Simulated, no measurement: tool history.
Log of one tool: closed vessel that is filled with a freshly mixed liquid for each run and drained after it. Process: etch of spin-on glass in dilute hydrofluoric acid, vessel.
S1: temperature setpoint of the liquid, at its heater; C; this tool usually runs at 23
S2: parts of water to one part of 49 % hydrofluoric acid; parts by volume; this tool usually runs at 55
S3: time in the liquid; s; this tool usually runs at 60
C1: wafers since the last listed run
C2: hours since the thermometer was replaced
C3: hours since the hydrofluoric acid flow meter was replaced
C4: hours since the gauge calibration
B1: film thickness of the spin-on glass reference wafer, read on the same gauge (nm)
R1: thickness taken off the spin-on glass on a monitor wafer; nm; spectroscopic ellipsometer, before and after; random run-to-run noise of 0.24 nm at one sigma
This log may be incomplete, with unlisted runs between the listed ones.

run 1 hour=0 | S1=23 S2=50 S3=60 | C1=0 C2=764.1 C3=1946.8 C4=154.1 | B1=110.87 | R1=44.07
run 2 hour=27.5 | S1=23 S2=50 S3=60 | C1=2065 C2=791.6 C3=1974.3 C4=181.6 | B1=111.03 | R1=43.19
run 3 hour=48.3 | S1=23 S2=50 S3=60 | C1=1562 C2=812.4 C3=1995.1 C4=202.4 | B1=111.11 | R1=43.73
run 4 hour=69.9 | S1=23 S2=55 S3=60 | C1=1622 C2=834 C3=2016.7 C4=224 | B1=111.21 | R1=39.31
run 5 hour=91.3 | S1=23 S2=55 S3=60 | C1=1607 C2=855.4 C3=2038.1 C4=245.4 | B1=111.27 | R1=39.58
run 6 hour=123.5 | S1=23 S2=55 S3=60 | C1=2418 C2=887.6 C3=2070.3 C4=277.6 | B1=111.44 | R1=38.78
run 7 hour=140.2 | S1=26.5 S2=55 S3=60 | C1=1254 C2=904.3 C3=2087 C4=294.3 | B1=111.49 | R1=45.41
run 8 hour=173.5 | S1=23 S2=65 S3=60 | C1=2500 C2=937.6 C3=2120.3 C4=327.6 | B1=111.64 | R1=32.91
run 9 hour=185.8 | S1=23 S2=65 S3=60 | C1=923 C2=949.9 C3=2132.6 C4=339.9 | B1=111.73 | R1=33.07
run 10 hour=204.1 | S1=23 S2=55 S3=60 | C1=1374 C2=968.2 C3=2150.9 C4=358.2 | B1=111.8 | R1=39.49
run 11 hour=233.1 | S1=23 S2=55 S3=60 | C1=2177 C2=997.2 C3=2179.9 C4=387.2 | B1=111.9 | R1=39.43
run 12 hour=267 | S1=23 S2=55 S3=60 | C1=2545 C2=1031.1 C3=2213.8 C4=421.1 | B1=112.03 | R1=39.52
run 13 hour=280.5 | S1=23 S2=55 S3=60 | C1=1013 C2=1044.6 C3=2227.3 C4=434.6 | B1=112.15 | R1=39.59
run 14 hour=310.7 | S1=23 S2=75 S3=60 | C1=2268 C2=1074.8 C3=2257.5 C4=464.8 | B1=112.26 | R1=28.32
-- hour=320.4 thermometer replaced
run 15 hour=340.5 | S1=18.5 S2=75 S3=60 | C1=2162 C2=20.1 C3=2287.3 C4=494.6 | B1=112.41 | R1=23.69
run 16 hour=363.3 | S1=24.5 S2=65 S3=75 | C1=1712 C2=42.9 C3=2310.1 C4=517.4 | B1=112.5 | R1=44.51
run 17 hour=388.9 | S1=19 S2=45 S3=75 | C1=1922 C2=68.5 C3=2335.7 C4=543 | B1=112.59 | R1=52.35
run 18 hour=405.5 | S1=24.5 S2=55 S3=30 | C1=1246 C2=85.1 C3=2352.3 C4=559.6 | B1=112.7 | R1=21.09
run 19 hour=417.6 | S1=23 S2=55 S3=60 | C1=908 C2=97.2 C3=2364.4 C4=571.7 | B1=112.68 | R1=40.4
-- hour=439.2 gauge calibrated
run 20 hour=523.4 | S1=23 S2=45 S3=60 | C1=7945 C2=203 C3=2470.2 C4=84.2 | B1=110.59 | R1=48.36
-- hour=528.4 hydrofluoric acid flow meter replaced
run 21 hour=554.8 | S1=23 S2=50 S3=60 | C1=2283 C2=234.4 C3=26.4 C4=115.6 | B1=110.74 | R1=42.98
run 22 hour=578.8 | S1=23 S2=55 S3=90 | C1=1802 C2=258.4 C3=50.4 C4=139.6 | B1=110.83 | R1=59.09
run 23 hour=613.1 | S1=25.5 S2=55 S3=50 | C1=2575 C2=292.7 C3=84.7 C4=173.9 | B1=110.97 | R1=36.06
run 24 hour=640.7 | S1=21.5 S2=65 S3=60 | C1=2072 C2=320.3 C3=112.3 C4=201.5 | B1=111.09 | R1=30.59
run 25 hour=673.9 | S1=24.5 S2=65 S3=75 | C1=2493 C2=353.5 C3=145.5 C4=234.7 | B1=111.26 | R1=43.16
run 26 hour=697.2 | S1=23 S2=30 S3=30 | C1=1749 C2=376.8 C3=168.8 C4=258 | B1=111.36 | R1=37.1
run 27 hour=732.1 | S1=23 S2=55 S3=60 | C1=2621 C2=411.7 C3=203.7 C4=292.9 | B1=111.51 | R1=39.1
run 28 hour=745.7 | S1=23 S2=55 S3=60 | C1=1021 C2=425.3 C3=217.3 C4=306.5 | B1=111.6 | R1=39.3

Predict each of these 5 candidate next runs independently; none follows another, all start after run 28:
run A hour=746.4 | S1=23 S2=40 S3=60 | C1=52 C2=426 C3=218 C4=307.2 | B1=? | R1=?
run B hour=746.4 | S1=23 S2=55 S3=75 | C1=52 C2=426 C3=218 C4=307.2 | B1=? | R1=?
run C hour=746.4 | S1=18.5 S2=30 S3=60 | C1=52 C2=426 C3=218 C4=307.2 | B1=? | R1=?
run D hour=746.4 | S1=18.5 S2=55 S3=60 | C1=52 C2=426 C3=218 C4=307.2 | B1=? | R1=?
run E hour=746.4 | S1=26.5 S2=75 S3=75 | C1=52 C2=426 C3=218 C4=307.2 | B1=? | R1=?

run=A B1=111.6 R1=54.99
run=B B1=111.6 R1=49.03
run=C B1=111.6 R1=61.26
run=D B1=111.6 R1=32.46
run=E B1=111.6 R1=40.34
With no hidden state in the tool, these same runs would have given:
run=A R1=54.21
run=B R1=48.33
run=C R1=60.39
run=D R1=32
run=E R1=39.76
